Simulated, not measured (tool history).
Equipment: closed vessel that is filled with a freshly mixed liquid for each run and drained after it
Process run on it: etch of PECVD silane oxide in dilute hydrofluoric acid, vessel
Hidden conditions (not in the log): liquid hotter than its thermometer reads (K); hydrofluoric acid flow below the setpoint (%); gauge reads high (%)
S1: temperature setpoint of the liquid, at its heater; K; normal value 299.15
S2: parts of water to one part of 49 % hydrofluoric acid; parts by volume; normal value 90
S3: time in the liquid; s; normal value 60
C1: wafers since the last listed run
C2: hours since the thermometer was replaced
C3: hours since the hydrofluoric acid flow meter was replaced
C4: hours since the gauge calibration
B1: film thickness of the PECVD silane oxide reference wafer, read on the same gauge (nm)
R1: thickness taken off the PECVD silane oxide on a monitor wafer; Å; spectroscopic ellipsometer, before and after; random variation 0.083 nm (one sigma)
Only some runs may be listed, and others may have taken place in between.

Run 1, hour 0: usual settings; C1 0; C2 589.6; C3 47.6; C4 148.1; B1 120.03. Result: R1 276 Å.
Run 2, hour 49.8: usual settings; C1 3460; C2 639.4; C3 97.4; C4 197.9; B1 119.98. Result: R1 278 Å.
Run 3, hour 75.3: usual settings; C1 1772; C2 664.9; C3 122.9; C4 223.4; B1 120.03. Result: R1 276.4 Å.
Run 4, hour 146.7: usual settings but S3 90 s; C1 4962; C2 736.3; C3 194.3; C4 294.8; B1 120.01. Result: R1 415.8 Å.
Run 5, hour 175.1: usual settings but S3 80 s; C1 1973; C2 764.7; C3 222.7; C4 323.2; B1 120.03. Result: R1 370.7 Å.
Run 6, hour 228.2: usual settings but S3 80 s; C1 3690; C2 817.8; C3 275.8; C4 376.3; B1 119.98. Result: R1 371.2 Å.
Run 7, hour 299.2: usual settings but S3 80 s; C1 4934; C2 888.8; C3 346.8; C4 447.3; B1 120. Result: R1 370.2 Å.
At hour 334.3: hydrofluoric acid flow meter replaced.
Run 8, hour 344.4: usual settings but S1 300.65 K; C1 3071; C2 934; C3 10.1; C4 492.5; B1 120.01. Result: R1 294.9 Å.
Run 9, hour 412.6: usual settings but S1 300.65 K; C1 4739; C2 1002.2; C3 78.3; C4 560.7; B1 119.96. Result: R1 296 Å.
Run 10, hour 462.8: usual settings; C1 3488; C2 1052.4; C3 128.5; C4 610.9; B1 119.98. Result: R1 279.4 Å.
Run 11, hour 503.6: usual settings but S1 303.65 K, S2 45 parts by volume, S3 45 s; C1 2835; C2 1093.2; C3 169.3; C4 651.7; B1 120.04. Result: R1 532.4 Å.
Run 12, hour 541.8: usual settings; C1 2654; C2 1131.4; C3 207.5; C4 689.9; B1 120. Result: R1 279 Å.
Run 13, hour 573.7: usual settings but S1 297.65 K, S3 30 s; C1 2216; C2 1163.3; C3 239.4; C4 721.8; B1 119.99. Result: R1 130.1 Å.
At hour 673.4: thermometer replaced.
Run 14, hour 674.6: usual settings but S1 300.65 K, S2 65 parts by volume, S3 45 s; C1 6942; C2 1.2; C3 340.3; C4 822.7; B1 120.03. Result: R1 316.3 Å.
At hour 721.2: gauge calibrated.
At hour 725.3: hydrofluoric acid flow meter replaced.
Run 15, hour 729.6: usual settings but S3 40 s; C1 3752; C2 56.2; C3 4.3; C4 8.4; B1 120.04. Result: R1 184.3 Å.
Run 16, hour 791.8: usual settings but S1 301.15 K; C1 4322; C2 118.4; C3 66.5; C4 70.6; B1 119.99. Result: R1 297.5 Å.
Run 17, hour 831.7: usual settings; C1 2772; C2 158.3; C3 106.4; C4 110.5; B1 120.02. Result: R1 277.6 Å.
Run 18, hour 866.9: usual settings but S1 303.15 K, S2 115 parts by volume, S3 30 s; C1 2446; C2 193.5; C3 141.6; C4 145.7; B1 119.99. Result: R1 122.1 Å.
Run 19, hour 933.3: usual settings; C1 4614; C2 259.9; C3 208; C4 212.1; B1 119.99. Result: R1 278.7 Å.

For each entry between runs, how does the tool's hidden state at the last listed run before it compare with that at the first listed run after it?
In the gap between runs 7 and 8: hydrofluoric acid flow meter replaced (hour 334.3)
  no hidden state differs between the two runs
In the gap between runs 13 and 14: thermometer replaced (hour 673.4)
  no hidden state differs between the two runs
In the gap between runs 14 and 15: gauge calibrated (hour 721.2); hydrofluoric acid flow meter replaced (hour 725.3)
  no hidden state differs between the two runs
